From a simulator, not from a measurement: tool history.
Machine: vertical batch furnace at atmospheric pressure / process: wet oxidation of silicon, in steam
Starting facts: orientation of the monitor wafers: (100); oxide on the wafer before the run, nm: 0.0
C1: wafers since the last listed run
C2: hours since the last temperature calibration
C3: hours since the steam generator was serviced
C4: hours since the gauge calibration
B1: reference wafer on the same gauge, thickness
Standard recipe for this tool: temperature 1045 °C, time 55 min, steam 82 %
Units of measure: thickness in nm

{"run": 1, "hour": 0.0, "temperature": 1065, "time": 55, "steam": 82, "C1": 0, "C2": 2518.7, "C3": 4150.4, "C4": 110.4, "B1": 410.91, "thickness": 504.95}
{"run": 2, "hour": 15.9, "temperature": 1045, "time": 55, "steam": 82, "C1": 266, "C2": 2534.6, "C3": 4166.3, "C4": 126.3, "B1": 411.05, "thickness": 451.43}
{"run": 3, "hour": 32.6, "temperature": 1045, "time": 55, "steam": 82, "C1": 279, "C2": 2551.3, "C3": 4183, "C4": 143, "B1": 410.74, "thickness": 450.84}
{"run": 4, "hour": 76.0, "temperature": 1045, "time": 55, "steam": 82, "C1": 726, "C2": 2594.7, "C3": 4226.4, "C4": 186.4, "B1": 410.6, "thickness": 450.19}
{"run": 5, "hour": 91.1, "temperature": 1045, "time": 55, "steam": 88, "C1": 252, "C2": 2609.8, "C3": 4241.5, "C4": 201.5, "B1": 410.93, "thickness": 471.83}
{"run": 6, "hour": 108.1, "temperature": 1045, "time": 55, "steam": 88, "C1": 284, "C2": 2626.8, "C3": 4258.5, "C4": 218.5, "B1": 410.81, "thickness": 472}
{"run": 7, "hour": 119.0, "temperature": 1045, "time": 55, "steam": 85, "C1": 182, "C2": 2637.7, "C3": 4269.4, "C4": 229.4, "B1": 411.02, "thickness": 461.12}
{"run": 8, "hour": 133.1, "temperature": 1045, "time": 55, "steam": 85, "C1": 235, "C2": 2651.8, "C3": 4283.5, "C4": 243.5, "B1": 411.12, "thickness": 459.93}
{"hour": 161.9, "done": "thermocouples replaced and temperature profile calibrated"}
{"run": 9, "hour": 162.4, "temperature": 1045, "time": 55, "steam": 85, "C1": 88, "C2": 0.5, "C3": 4312.8, "C4": 272.8, "B1": 410.84, "thickness": 460.07}
{"run": 10, "hour": 166.1, "temperature": 1045, "time": 55, "steam": 82, "C1": 61, "C2": 4.2, "C3": 4316.5, "C4": 276.5, "B1": 410.7, "thickness": 450.69}
{"run": 11, "hour": 177.4, "temperature": 1045, "time": 55, "steam": 82, "C1": 189, "C2": 15.5, "C3": 4327.8, "C4": 287.8, "B1": 410.94, "thickness": 450.04}
{"hour": 187.7, "done": "gauge calibrated"}
{"run": 12, "hour": 188.9, "temperature": 1045, "time": 55, "steam": 82, "C1": 192, "C2": 27, "C3": 4339.3, "C4": 1.2, "B1": 410.65, "thickness": 449.27}
{"hour": 257.6, "done": "steam generator serviced"}
{"run": 13, "hour": 258.1, "temperature": 1045, "time": 55, "steam": 82, "C1": 756, "C2": 96.2, "C3": 0.5, "C4": 70.4, "B1": 410.87, "thickness": 485.25}
{"run": 14, "hour": 288.5, "temperature": 1068, "time": 55, "steam": 82, "C1": 508, "C2": 126.6, "C3": 30.9, "C4": 100.8, "B1": 411.2, "thickness": 548.43}
{"run": 15, "hour": 299.8, "temperature": 1045, "time": 55, "steam": 82, "C1": 189, "C2": 137.9, "C3": 42.2, "C4": 112.1, "B1": 411.03, "thickness": 484.8}
{"run": 16, "hour": 317.1, "temperature": 1064, "time": 76.5, "steam": 89, "C1": 289, "C2": 155.2, "C3": 59.5, "C4": 129.4, "B1": 410.91, "thickness": 683.56}
{"run": 17, "hour": 325.2, "temperature": 1060, "time": 55, "steam": 82, "C1": 135, "C2": 163.3, "C3": 67.6, "C4": 137.5, "B1": 411.09, "thickness": 525.72}

Estimate the outcome of run 18 from the log above:
{"run": 18, "hour": 335.6, "temperature": 1045, "time": 55, "steam": 82, "C1": 174, "C2": 173.7, "C3": 78, "C4": 147.9, "B1": "?", "thickness": "?"}

Run 18 measured B1 410.9, thickness 484.19 nm.
With no hidden state in the tool, this same run would have given thickness 484.3 nm.

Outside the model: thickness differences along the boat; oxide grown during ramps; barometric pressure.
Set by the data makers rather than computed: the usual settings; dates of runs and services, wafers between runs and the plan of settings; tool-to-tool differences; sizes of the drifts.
